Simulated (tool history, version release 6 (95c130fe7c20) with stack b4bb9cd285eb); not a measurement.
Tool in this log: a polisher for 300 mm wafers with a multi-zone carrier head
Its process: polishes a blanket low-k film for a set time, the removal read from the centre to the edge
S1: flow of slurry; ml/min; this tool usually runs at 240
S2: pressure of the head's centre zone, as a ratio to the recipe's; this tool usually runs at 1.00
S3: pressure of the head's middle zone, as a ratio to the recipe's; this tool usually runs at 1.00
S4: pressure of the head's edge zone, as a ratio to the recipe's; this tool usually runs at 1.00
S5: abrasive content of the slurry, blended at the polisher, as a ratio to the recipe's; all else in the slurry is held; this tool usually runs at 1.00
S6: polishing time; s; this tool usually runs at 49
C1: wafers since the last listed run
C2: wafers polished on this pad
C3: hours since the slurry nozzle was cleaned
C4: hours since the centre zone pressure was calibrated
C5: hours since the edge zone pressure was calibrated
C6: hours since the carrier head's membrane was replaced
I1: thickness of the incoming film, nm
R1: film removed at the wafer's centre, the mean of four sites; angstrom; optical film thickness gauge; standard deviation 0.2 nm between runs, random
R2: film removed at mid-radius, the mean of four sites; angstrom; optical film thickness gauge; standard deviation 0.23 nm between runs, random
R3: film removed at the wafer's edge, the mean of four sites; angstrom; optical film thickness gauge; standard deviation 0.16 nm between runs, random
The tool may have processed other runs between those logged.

run,day,S1,S2,S3,S4,S5,S6,C1,C2,C3,C4,C5,C6,I1,R1,R2,R3
1,0.000,240,0.95,1.00,1.00,1.00,45,0,4,660.0,1196.4,319.7,1047.1,671.4,122,128,126
# day 1.338: carrier head's membrane replaced by a new one
2,1.358,240,0.95,1.00,1.00,1.00,45,247,251,692.6,1229.0,352.3,0.5,683.5,121,124,126
3,1.712,290,1.00,1.00,1.00,1.00,49,76,328,701.1,1237.5,360.8,9.0,662.3,143,139,142
4,2.946,275,1.00,1.00,1.00,1.00,49,265,593,730.7,1267.1,390.4,38.6,656.1,142,139,141
5,3.608,275,1.00,1.00,1.00,1.00,49,142,735,746.6,1283.0,406.3,54.5,671.2,138,140,136
# day 4.517: worn pad replaced by a new one, repeated, since the last time left the tool worse
6,4.804,240,1.00,1.00,1.00,1.00,49,221,61,775.3,1311.7,435.0,83.2,662.7,154,150,155
7,5.433,240,1.00,1.06,1.00,1.00,49,135,197,790.4,1326.8,450.1,98.3,674.9,153,161,152
8,6.271,310,1.00,1.00,1.00,1.00,49,180,377,810.5,1346.9,470.2,118.4,661.9,159,162,158
# day 7.179: slurry nozzle cleaned
9,7.542,240,1.00,1.00,1.00,1.25,34,264,641,8.7,1377.4,500.7,148.9,669.4,119,117,116
10,8.604,240,1.00,1.00,1.00,1.20,49,228,869,34.2,1402.9,526.2,174.4,658.5,167,164,165
11,9.583,240,1.00,1.00,1.05,1.00,35,210,1080,57.7,1426.4,549.7,197.9,672.1,105,105,107
# day 9.725: edge zone pressure recalibrated
# day 10.329: worn pad replaced by a new one
12,10.517,240,1.00,1.00,1.00,1.25,34,146,40,80.1,1448.8,19.0,220.3,655.4,123,122,119
# day 11.096: centre zone pressure recalibrated
13,11.725,240,1.00,1.00,1.08,1.00,44,241,282,109.1,15.1,48.0,249.3,674.8,141,135,143
14,12.912,240,1.00,1.00,1.00,1.00,54,255,537,137.6,43.6,76.5,277.8,671.3,169,166,166
15,13.917,180,1.03,1.00,1.00,1.00,54,215,753,161.7,67.7,100.6,301.9,677.8,166,162,163
16,15.392,240,1.00,1.00,1.00,1.00,49,317,1070,197.1,103.1,136.0,337.3,676.4,149,151,147
17,16.229,240,1.00,0.93,0.92,1.00,49,180,1250,217.2,123.2,156.1,357.4,666.2,147,138,142
# day 17.308: worn pad replaced by a new one
18,17.329,170,1.00,1.00,1.00,1.00,49,200,4,243.6,149.6,182.5,383.8,673.7,148,147,147
19,18.458,280,1.08,0.89,1.00,1.30,49,242,246,270.7,176.7,209.6,410.9,672.5,195,158,176
20,19.817,240,0.91,1.09,1.00,1.00,49,292,538,303.3,209.3,242.2,443.5,679.1,138,165,150
21,22.067,240,1.00,1.00,1.00,1.00,49,483,1022,357.3,263.3,296.2,497.5,662.9,149,146,146
22,23.312,170,1.11,1.00,1.00,1.00,63,267,1290,387.2,293.2,326.1,527.4,667.7,197,174,177

4 options for the next run, each taken on its own from the tool as it stands now. Forecast them:
A,23.329,240,0.93,1.00,1.00,1.00,49,3,1294,387.6,293.6,326.5,527.8,659.1,?,?,?
B,23.329,240,0.89,1.00,0.89,0.85,60,3,1294,387.6,293.6,326.5,527.8,659.1,?,?,?
C,23.329,240,1.00,1.00,1.00,0.85,43,3,1294,387.6,293.6,326.5,527.8,659.1,?,?,?
D,23.329,240,1.00,0.90,0.97,1.10,38,3,1294,387.6,293.6,326.5,527.8,659.1,?,?,?

run,R1,R2,R3
A,136,149,144
B,143,163,149
C,115,117,113
D,120,112,116
Had the tool no hidden state, the same runs would have come out as:
run,R1,R2,R3
A,145,159,153
B,152,174,159
C,123,125,120
D,128,119,124
